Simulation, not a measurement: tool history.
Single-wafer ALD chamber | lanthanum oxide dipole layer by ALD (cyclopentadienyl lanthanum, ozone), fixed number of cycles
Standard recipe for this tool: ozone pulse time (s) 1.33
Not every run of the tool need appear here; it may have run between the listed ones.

run      day  ozone pulse time (s)  read-back reference wafer on the same gauge, thickness_nm  mean film thickness on the monitor wafer (Å)
  1        0                  1.48                                                      0.612                                          5.56
  2    2.292                     1                                                      0.613                                          4.95
  3    6.696                  1.44                                                      0.614                                          5.53
  4   10.329                  1.68                                                      0.613                                          5.68
  5   11.925                  1.68                                                      0.612                                          5.64
  6   14.879                  1.33                                                      0.613                                          5.39
      16.162  -- showerhead replaced
  7   18.779                  1.33                                                      0.613                                          5.39
  8   22.654                  1.33                                                      0.613                                          5.41
  9   25.633                  1.33                                                      0.614                                           5.4
 10   27.183                  1.33                                                      0.614                                          5.39
 11   29.529                  1.33                                                      0.613                                          5.39
      32.342  -- ozone generator serviced
 12   33.967                  1.85                                                      0.612                                          5.76
 13   35.525                  1.33                                                      0.613                                          5.48
 14   40.658                   0.9                                                      0.613                                          4.73
 15   42.596                  1.84                                                      0.613                                          5.76
 16   45.767                  1.19                                                      0.613                                          5.21
      47.783  -- thermocouple changed; heater temperature recalibrated
      48.367  -- gauge calibrated
 17   49.488                  1.33                                                      0.613                                          5.41
 18   51.454                  0.99                                                      0.613                                          4.92
 19   53.154                  1.52                                                      0.613                                          5.57
 20     57.6                  0.83                                                      0.612                                          4.46
 21   61.167                  1.77                                                      0.613                                          5.67
 22   63.362                  1.65                                                      0.613                                          5.66
 23   66.992                  1.33                                                      0.613                                          5.38
 24   69.596                  1.78                                                      0.614                                          5.71
 25   72.425                  1.33                                                      0.613                                          5.39
 26    75.15                  1.33                                                      0.613                                          5.38
 27   78.517                  1.17                                                      0.613                                          5.17
 28   81.825                  1.33                                                      0.613                                          5.37
 29   83.471                  0.96                                                      0.613                                          4.82
      84.892  -- ozone generator serviced
 30   86.771                  1.33                                                      0.613                                          5.49
 31   90.342                  1.33                                                      0.613                                          5.45
 32   93.567                  1.14                                                      0.613                                          5.23
 33   97.562                  1.33                                                      0.613                                          5.46
 34   100.65                  1.69                                                      0.613                                          5.69
 35  104.096                  1.64                                                      0.613                                          5.65

Below are 3 alternative next runs, each starting from the tool's condition after run 35. Predict each:
  A  104.112                  1.71                                                          ?                                             ?
  B  104.112                  1.06                                                          ?                                             ?
  C  104.112                  1.08                                                          ?                                             ?

run  read-back reference wafer on the same gauge, thickness_nm  mean film thickness on the monitor wafer (Å)
  A                                                      0.613                                          5.68
  B                                                      0.613                                          5.04
  C                                                      0.613                                          5.07
Had the tool no hidden state, the same runs would have come out as:
run  mean film thickness on the monitor wafer (Å)
  A                                          5.72
  B                                          5.13
  C                                          5.17

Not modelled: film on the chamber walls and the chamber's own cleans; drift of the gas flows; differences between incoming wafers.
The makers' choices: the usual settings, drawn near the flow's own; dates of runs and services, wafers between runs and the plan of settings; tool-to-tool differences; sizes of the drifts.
